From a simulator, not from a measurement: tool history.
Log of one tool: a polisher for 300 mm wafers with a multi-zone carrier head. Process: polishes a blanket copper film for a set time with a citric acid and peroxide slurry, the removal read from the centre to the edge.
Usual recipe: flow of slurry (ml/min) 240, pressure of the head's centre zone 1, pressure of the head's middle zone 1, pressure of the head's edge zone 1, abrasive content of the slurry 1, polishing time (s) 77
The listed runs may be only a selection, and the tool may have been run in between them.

run    hour  flow of slurry (ml/min)  pressure of the head's centre zone  pressure of the head's middle zone  pressure of the head's edge zone  abrasive content of the slurry  polishing time (s)  wafers since the last listed run  wafers polished on this pad  hours since the slurry nozzle was cleaned  hours since the centre zone pressure was calibrated  hours since the edge zone pressure was calibrated  hours since the carrier head's membrane was replaced  incoming thickness of the incoming film, nm  film removed at the wafer's centre (nm)  film removed at mid-radius (nm)  film removed at the wafer's edge (nm)
  1       0                      240                                0.93                                   1                                 1                               1                  77                                 0                         5435                                      195.7                                                 70.7                                              522.4                                                 713.4                                       1177.9                                      150                            162.9                                    160
       42.1  -- worn pad replaced by a new one
  2    71.7                      240                                   1                                   1                                 1                               1                  77                               726                          317                                      267.4                                                142.4                                              594.1                                                 785.1                                       1188.6                                    175.5                            173.6                                  168.6
       99.9  -- edge zone pressure recalibrated
  3   160.7                      240                                   1                                   1                                 1                               1                  77                               933                         1250                                      356.4                                                231.4                                               60.8                                                 874.1                                       1179.1                                    168.6                            167.9                                  170.7
  4   208.9                      240                                   1                                   1                                 1                               1                  77                               517                         1767                                      404.6                                                279.6                                                109                                                 922.3                                         1174                                    171.2                            167.7                                  164.4
  5   256.7                      240                                   1                                   1                                 1                               1                  77                               512                         2280                                      452.4                                                327.4                                              156.8                                                 970.1                                       1189.5                                    167.3                            168.1                                  168.2
  6   307.7                      275                                   1                                   1                                 1                               1                  56                               547                         2827                                      503.4                                                378.4                                              207.8                                                1021.1                                       1171.9                                    124.6                            120.6                                    123
      350.5  -- slurry nozzle cleaned
  7   376.9                      240                                   1                                   1                                 1                             1.1                  77                               731                         3559                                       26.4                                                447.6                                                277                                                1090.3                                       1162.3                                    172.8                            168.7                                  172.5
  8   443.7                      240                                   1                                   1                                 1                               1                  68                               716                         4276                                       93.2                                                514.4                                              343.8                                                1157.1                                       1165.9                                    144.8                            143.9                                  148.5
  9   519.3                      240                                   1                                   1                                 1                               1                  77                               811                         5087                                      168.8                                                  590                                              419.4                                                1232.7                                       1157.9                                    165.9                            162.6                                  157.2
      573.1  -- carrier head's membrane replaced by a new one
 10   620.9                      240                                   1                                   1                                 1                               1                  77                              1036                         6123                                      270.4                                                691.6                                                521                                                  47.8                                         1176                                    165.3                            163.1                                    164
      651.9  -- worn pad replaced by a new one
      661.4  -- edge zone pressure recalibrated
 11   675.5                      240                                   1                                   1                                 1                            1.25                 103                               521                          231                                        325                                                746.2                                               14.1                                                 102.4                                       1171.9                                    243.9                            242.2                                  248.6
 12   752.7                      240                                   1                                   1                                 1                               1                  77                               828                         1060                                      402.2                                                823.4                                               91.3                                                 179.6                                       1188.8                                    170.1                            169.9                                  166.8
 13   831.3                      240                                   1                                   1                              0.95                               1                  77                               843                         1903                                      480.8                                                  902                                              169.9                                                 258.2                                       1196.4                                    166.5                              166                                  155.7
 14   933.9                      240                                   1                                0.96                                 1                               1                  77                              1100                         3004                                      583.4                                               1004.6                                              272.5                                                 360.8                                       1201.7                                    165.7                            157.5                                  165.6
      987.8  -- slurry nozzle cleaned
 15  1003.9                      240                                   1                                   1                                 1                               1                  77                               740                         3744                                       16.1                                               1074.6                                              342.5                                                 430.8                                       1179.6                                    166.7                            163.4                                  162.9
 16    1086                      240                                1.04                                   1                                 1                               1                  56                               880                         4625                                       98.2                                               1156.7                                              424.6                                                 512.9                                       1173.5                                    126.6                            118.5                                  117.5
 17  1140.8                      240                                   1                                   1                                 1                               1                  77                               587                         5213                                        153                                               1211.5                                              479.4                                                 567.7                                       1173.6                                    159.2                            163.8                                  163.9
     1155.2  -- centre zone pressure recalibrated
 18  1215.8                      240                                   1                                   1                               1.1                               1                  77                               783                         5996                                        228                                                 60.6                                              554.4                                                 642.7                                       1177.8                                    162.9                            162.4                                  166.2
 19  1264.3                      240                                   1                                   1                                 1                               1                  87                               520                         6516                                      276.5                                                109.1                                              602.9                                                 691.2                                       1181.9                                    184.1                            177.9                                  182.6
     1303.3  -- edge zone pressure recalibrated
     1314.8  -- worn pad replaced by a new one
 20  1339.2                      240                                   1                                0.97                                 1                               1                  77                               739                          261                                      351.4                                                  184                                               35.9                                                 766.1                                       1199.3                                    172.6                            172.9                                  174.3

Each row is a separate what-if for the run after 20, all from the same tool condition, not one after another. Results?
  A  1339.7                      240                                   1                                   1                                 1                               1                  77                                 5                          267                                      351.9                                                184.5                                               36.4                                                 766.6                                         1175                                        ?                                ?                                      ?
  B  1339.7                      280                                   1                                0.91                              1.04                             1.1                  77                                 5                          267                                      351.9                                                184.5                                               36.4                                                 766.6                                         1175                                        ?                                ?                                      ?
  C  1339.7                      315                                   1                                   1                                 1                               1                  77                                 5                          267                                      351.9                                                184.5                                               36.4                                                 766.6                                         1175                                        ?                                ?                                      ?
  D  1339.7                      240                                   1                                1.08                                 1                               1                  77                                 5                          267                                      351.9                                                184.5                                               36.4                                                 766.6                                         1175                                        ?                                ?                                      ?
  E  1339.7                      240                                   1                                   1                                 1                            1.15                  77                                 5                          267                                      351.9                                                184.5                                               36.4                                                 766.6                                         1175                                        ?                                ?                                      ?

run  film removed at the wafer's centre (nm)  film removed at mid-radius (nm)  film removed at the wafer's edge (nm)
  A                                    172.1                            169.9                                  168.4
  B                                    179.2                            163.6                                    178
  C                                    177.3                            174.5                                  171.8
  D                                    172.2                            181.1                                  168.2
  E                                    178.1                            175.9                                  174.3
What these runs would have given with no unlogged condition in the tool:
run  film removed at the wafer's centre (nm)  film removed at mid-radius (nm)  film removed at the wafer's edge (nm)
  A                                    174.4                            172.2                                  170.7
  B                                    181.7                            165.9                                  180.5
  C                                    179.7                            176.9                                  174.2
  D                                    174.5                            183.6                                  170.5
  E                                    180.6                            178.3                                  176.7
